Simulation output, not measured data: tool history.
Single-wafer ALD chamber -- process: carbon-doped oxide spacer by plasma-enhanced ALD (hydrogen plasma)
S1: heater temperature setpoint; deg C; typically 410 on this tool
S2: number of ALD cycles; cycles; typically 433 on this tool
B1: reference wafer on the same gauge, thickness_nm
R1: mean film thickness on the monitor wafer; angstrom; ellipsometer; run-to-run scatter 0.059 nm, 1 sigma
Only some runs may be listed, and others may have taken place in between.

Run 1, day 0.000: usual settings; B1 20.409. Result: R1 217.55 angstrom.
Run 2, day 2.467: usual settings; B1 20.386. Result: R1 217.30 angstrom.
Run 3, day 3.733: usual settings; B1 20.401. Result: R1 217.01 angstrom.
Run 4, day 6.158: usual settings but S1 401 deg C; B1 20.405. Result: R1 223.93 angstrom.
Run 5, day 7.196: usual settings but S1 401 deg C; B1 20.412. Result: R1 222.58 angstrom.
Run 6, day 8.562: usual settings but S1 401 deg C; B1 20.404. Result: R1 221.98 angstrom.
Run 7, day 11.229: usual settings; B1 20.408. Result: R1 217.59 angstrom.
Run 8, day 13.871: usual settings but S1 399 deg C; B1 20.400. Result: R1 223.23 angstrom.
Run 9, day 16.525: usual settings but S1 417 deg C; B1 20.392. Result: R1 210.75 angstrom.
Run 10, day 18.675: usual settings but S1 417 deg C; B1 20.399. Result: R1 211.86 angstrom.
Run 11, day 20.746: usual settings but S2 415 cycles; B1 20.405. Result: R1 207.95 angstrom.
Run 12, day 21.858: usual settings but S2 389 cycles; B1 20.387. Result: R1 194.31 angstrom.
Run 13, day 23.975: usual settings; B1 20.397. Result: R1 221.02 angstrom.
Run 14, day 25.517: usual settings; B1 20.400. Result: R1 219.79 angstrom.
Run 15, day 26.550: usual settings but S1 406 deg C, S2 472 cycles; B1 20.406. Result: R1 243.74 angstrom.
Run 16, day 29.254: usual settings but S1 415 deg C, S2 475 cycles; B1 20.402. Result: R1 236.58 angstrom.
Run 17, day 30.538: usual settings but S1 415 deg C, S2 481 cycles; B1 20.394. Result: R1 239.63 angstrom.
Run 18, day 32.067: usual settings but S2 407 cycles; B1 20.395. Result: R1 205.91 angstrom.
Run 19, day 34.917: usual settings; B1 20.409. Result: R1 218.93 angstrom.
Run 20, day 36.100: usual settings but S1 404 deg C, S2 457 cycles; B1 20.398. Result: R1 235.21 angstrom.
Run 21, day 37.825: usual settings; B1 20.392. Result: R1 217.94 angstrom.
Run 22, day 39.454: usual settings but S1 419 deg C, S2 479 cycles; B1 20.400. Result: R1 235.53 angstrom.

Taken out of this log: 3 entries between the listed runs. Where each belongs, and how the hidden state differs across it:
Logged between run 1 and run 2: gauge calibrated (day 0.496)
  wafer temperature above the value expected at the setpoint (K): 5.43 -> 5.58
  measured less the result without the state, R1: -3.69 -> -3.79 angstrom
Logged between run 12 and run 13: thermocouple changed; heater temperature recalibrated (day 23.717)
  wafer temperature above the value expected at the setpoint (K): 6.25 -> 0.154
  measured less the result without the state, R1: -3.81 -> -0.11 angstrom
Logged between run 16 and run 17: gauge calibrated (day 29.575)
  wafer temperature above the value expected at the setpoint (K): 1.6 -> 1.89
  measured less the result without the state, R1: -1.18 -> -1.43 angstrom
